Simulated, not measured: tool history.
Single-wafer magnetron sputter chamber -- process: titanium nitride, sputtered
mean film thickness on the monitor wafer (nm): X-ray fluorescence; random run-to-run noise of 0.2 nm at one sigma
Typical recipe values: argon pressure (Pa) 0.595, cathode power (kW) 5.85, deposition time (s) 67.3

run     day  argon pressure (Pa)  cathode power (kW)  deposition time (s)  wafers since the last listed run  wafers on the sputter target  hours since the last manometer calibration  hours since the magnet pack was replaced  hours since the gauge calibration  read-back reference wafer on the same gauge, thickness_nm  mean film thickness on the monitor wafer (nm)
  1       0                0.463                 5.4                 67.3                                 0                          3553                                      1115.9                                   10857.3                              660.4                                                     64.168                                         64.902
      0.075  -- gauge calibrated
  2   1.092                0.595                5.85                 67.3                               518                          4071                                      1142.1                                   10883.5                               24.4                                                     64.213                                         67.939
      3.542  -- sputter target and shields replaced
  3   3.762                0.595                5.85                 67.3                              1109                           103                                      1206.2                                   10947.6                               88.5                                                      64.15                                         68.128
  4   6.425                0.595                5.85                 67.3                              1263                          1367                                      1270.1                                   11011.5                              152.4                                                     64.198                                          68.13
  5   9.371                0.595                5.85                 67.3                              1398                          2766                                      1340.8                                   11082.2                              223.1                                                     64.189                                         67.815
  6  12.079                0.595                5.85                 67.3                              1285                          4052                                      1405.8                                   11147.2                              288.1                                                     64.153                                         67.642
  7  14.133                0.595                5.85                 67.3                               975                          5027                                      1455.1                                   11196.5                              337.4                                                     64.212                                         67.071
     14.671  -- sputter target and shields replaced
  8  16.079                0.595                5.85                 76.9                               765                           668                                      1501.8                                   11243.2                              384.1                                                     64.228                                         77.664
  9  17.975                0.595                5.85                 67.3                               900                          1568                                      1547.3                                   11288.7                              429.6                                                     64.176                                          67.91
     19.942  -- capacitance manometer re-zeroed and calibrated
 10  19.962                0.595                 6.6                 67.3                               785                          2354                                         0.5                                   11336.4                              477.3                                                     64.187                                         77.571
 11  20.929                0.595                5.85                 67.3                               458                          2813                                        23.7                                   11359.6                              500.5                                                     64.241                                         68.974
 12    22.5                0.595                5.85                 67.3                               745                          3558                                        61.4                                   11397.3                              538.2                                                     64.172                                          68.31
 13  24.029                0.595                5.85                 77.5                               725                          4284                                        98.1                                     11434                              574.9                                                     64.212                                         78.651
     25.121  -- sputter target and shields replaced
     26.638  -- gauge calibrated
 14  26.908                0.595                5.85                   62                              1208                           849                                       167.2                                   11503.1                                6.5                                                     64.188                                         63.675
 15  28.808                0.824                4.45                 67.3                               901                          1751                                       212.8                                   11548.7                               52.1                                                     64.242                                         49.386
 16  31.758                0.761                 5.3                 54.7                              1400                          3151                                       283.6                                   11619.5                              122.9                                                      64.22                                         48.648
 17  33.671                0.369                5.15                 77.8                               907                          4059                                       329.5                                   11665.4                              168.8                                                     64.177                                         73.549
 18  34.792                0.716                5.85                 67.3                               532                          4591                                       356.4                                   11692.3                              195.7                                                     64.184                                         66.143
     35.471  -- magnet pack replaced
     36.092  -- sputter target and shields replaced
 19  36.675                0.366                5.85                 78.9                               577                           276                                       401.6                                      28.9                              240.9                                                     64.202                                         85.682
 20  38.488                0.595                5.85                 76.9                               860                          1136                                       445.1                                      72.4                              284.4                                                     64.211                                         78.624
 21  41.217                0.595                 6.7                 67.3                              1295                          2432                                       510.6                                     137.9                              349.9                                                     64.205                                         78.549
 22  43.808                0.393                6.95                 54.6                              1230                          3662                                       572.8                                     200.1                              412.1                                                     64.174                                         69.399
 23  45.567                0.669                4.45                 76.8                               834                          4497                                         615                                     242.3                              454.3                                                     64.201                                          58.25
     46.083  -- sputter target and shields replaced
 24  48.567                0.467                4.55                 55.3                              1265                          1177                                         687                                     314.3                              526.3                                                      64.18                                         45.317
 25  49.925                0.595                5.85                 67.3                               644                          1822                                       719.6                                     346.9                              558.9                                                     64.209                                         68.469
 26  51.662                0.368                 6.2                 62.5                               824                          2647                                       761.3                                     388.6                              600.6                                                     64.176                                         71.649
 27  52.946                0.595                5.85                 67.3                               609                          3256                                       792.1                                     419.4                              631.4                                                     64.197                                         68.082
 28  54.012                0.595                5.85                 63.9                               506                          3763                                       817.7                                       445                                657                                                     64.196                                          64.55

Each row is a separate what-if for the run after 28, all from the same tool condition, not one after another. Results?
  A  54.029                0.595                5.85                 67.3                                 7                          3771                                       818.1                                     445.4                              657.4                                                          ?                                              ?
  B  54.029                0.516                5.85                 76.9                                 7                          3771                                       818.1                                     445.4                              657.4                                                          ?                                              ?
  C  54.029                0.728                4.85                 74.5                                 7                          3771                                       818.1                                     445.4                              657.4                                                          ?                                              ?

run  read-back reference wafer on the same gauge, thickness_nm  mean film thickness on the monitor wafer (nm)
  A                                                     64.225                                         68.173
  B                                                     64.225                                         79.572
  C                                                     64.225                                         60.391
The same runs, with their run-to-run variation unchanged, on a tool lacking any hidden condition would have given:
run  mean film thickness on the monitor wafer (nm)
  A                                         69.393
  B                                         80.949
  C                                         61.529
